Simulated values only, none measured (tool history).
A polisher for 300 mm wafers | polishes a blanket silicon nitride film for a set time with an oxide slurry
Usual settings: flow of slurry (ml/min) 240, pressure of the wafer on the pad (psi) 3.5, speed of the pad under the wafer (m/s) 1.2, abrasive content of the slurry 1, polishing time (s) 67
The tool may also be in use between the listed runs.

run	hour	flow of slurry (ml/min)	pressure of the wafer on the pad (psi)	speed of the pad under the wafer (m/s)	abrasive content of the slurry	polishing time (s)	wafers since the last listed run	wafers polished on this pad	hours since the slurry nozzle was cleaned	hours since the head pressure was calibrated	hours since the slurry blender was calibrated	hours since the conditioning disc was replaced	incoming thickness of the incoming film, nm	film removed (Å)
1	0	240	2.8	1.2	1	67	0	300	374.4	114.9	338.7	74.1	570.5	367
# hour 8.7: slurry nozzle cleaned
2	32.6	240	2.8	1.2	1	67	188	488	23.9	147.5	371.3	106.7	550.1	367
3	46.1	240	3.5	1.2	1.15	67	80	569	37.4	161	384.8	120.2	559	468
4	78.5	240	3.5	1.2	1.15	67	193	763	69.8	193.4	417.2	152.6	561.6	479
5	106.2	240	3.5	1.2	1.15	67	165	928	97.5	221.1	444.9	180.3	566.1	473
# hour 148.2: slurry blender recalibrated
# hour 160.5: worn pad replaced by a new one
6	161	240	3.8	1.2	0.85	67	291	3	152.3	275.9	12.8	235.1	558.7	445
7	173.3	240	3.5	1.2	1.2	67	73	76	164.6	288.2	25.1	247.4	564.2	472
8	186.3	295	3.5	1.2	1	67	77	154	177.6	301.2	38.1	260.4	562.7	444
9	216	295	3.5	1.2	1	67	177	331	207.3	330.9	67.8	290.1	561.1	446
10	231.1	295	3.5	1.2	1	67	90	422	222.4	346	82.9	305.2	561.2	452
11	254.3	190	3.5	1.2	1	88	138	560	245.6	369.2	106.1	328.4	558.1	584
# hour 275.4: head pressure recalibrated
12	276.1	240	3.5	1.46	1.15	67	118	679	267.4	0.7	127.9	350.2	557.9	514
# hour 348.3: worn pad replaced by a new one
13	351.8	240	3.5	1.2	1	67	428	21	343.1	76.4	203.6	425.9	557.7	433
14	365.7	240	3.5	1.2	1	67	83	104	357	90.3	217.5	439.8	561.2	440
# hour 369.8: slurry nozzle cleaned
15	381.2	240	3.5	1.2	1.25	67	86	190	11.4	105.8	233	455.3	559	459
16	463.4	240	3.5	1.2	1	50	491	682	93.6	188	315.2	537.5	549.5	316
17	486.3	315	3.5	1.2	1	67	136	819	116.5	210.9	338.1	560.4	562.6	439
18	517.5	240	3.5	1.2	0.9	83	186	1005	147.7	242.1	369.3	591.6	567	520
# hour 531.7: worn pad replaced by a new one
19	545	175	3.5	1.2	1	67	140	79	175.2	269.6	396.8	619.1	564.3	411
# hour 564.5: conditioning disc replaced and pad reconditioned
# hour 572.9: slurry blender recalibrated
20	573.4	240	3.5	1.2	0.9	89	145	225	203.6	298	0.5	8.9	559.7	606
21	600.4	240	3.5	1.46	1.15	67	161	386	230.6	325	27.5	35.9	570.5	565
22	614.2	205	3.9	1.2	1	67	82	469	244.4	338.8	41.3	49.7	558.1	515
23	645	195	2.5	1.48	0.8	67	184	653	275.2	369.6	72.1	80.5	554.3	347
# hour 660.2: head pressure recalibrated
# hour 713.2: worn pad replaced by a new one
# hour 730.7: slurry nozzle cleaned
24	734.2	205	3.5	1.6	1	56	491	119	3.5	74	161.3	169.7	557	463
25	756.9	240	3.5	1.2	0.8	67	135	255	26.2	96.7	184	192.4	566.7	413
26	788.7	240	4.3	0.92	1.1	77	190	445	58	128.5	215.8	224.2	561.2	539

4 ways to go on from here, each from the tool as it stands after run 26. What would each give?
A	789.1	240	3.5	1.2	1	67	2	448	58.4	128.9	216.2	224.6	559.1	?
B	789.1	240	3.5	1.2	1	55	2	448	58.4	128.9	216.2	224.6	559.1	?
C	789.1	180	3.5	1.2	1	67	2	448	58.4	128.9	216.2	224.6	559.1	?
D	789.1	155	3	1.32	0.75	67	2	448	58.4	128.9	216.2	224.6	559.1	?

run	film removed (Å)
A	456
B	375
C	443
D	365
Without the tool's hidden state the same runs would have given:
run	film removed (Å)
A	471
B	387
C	458
D	376
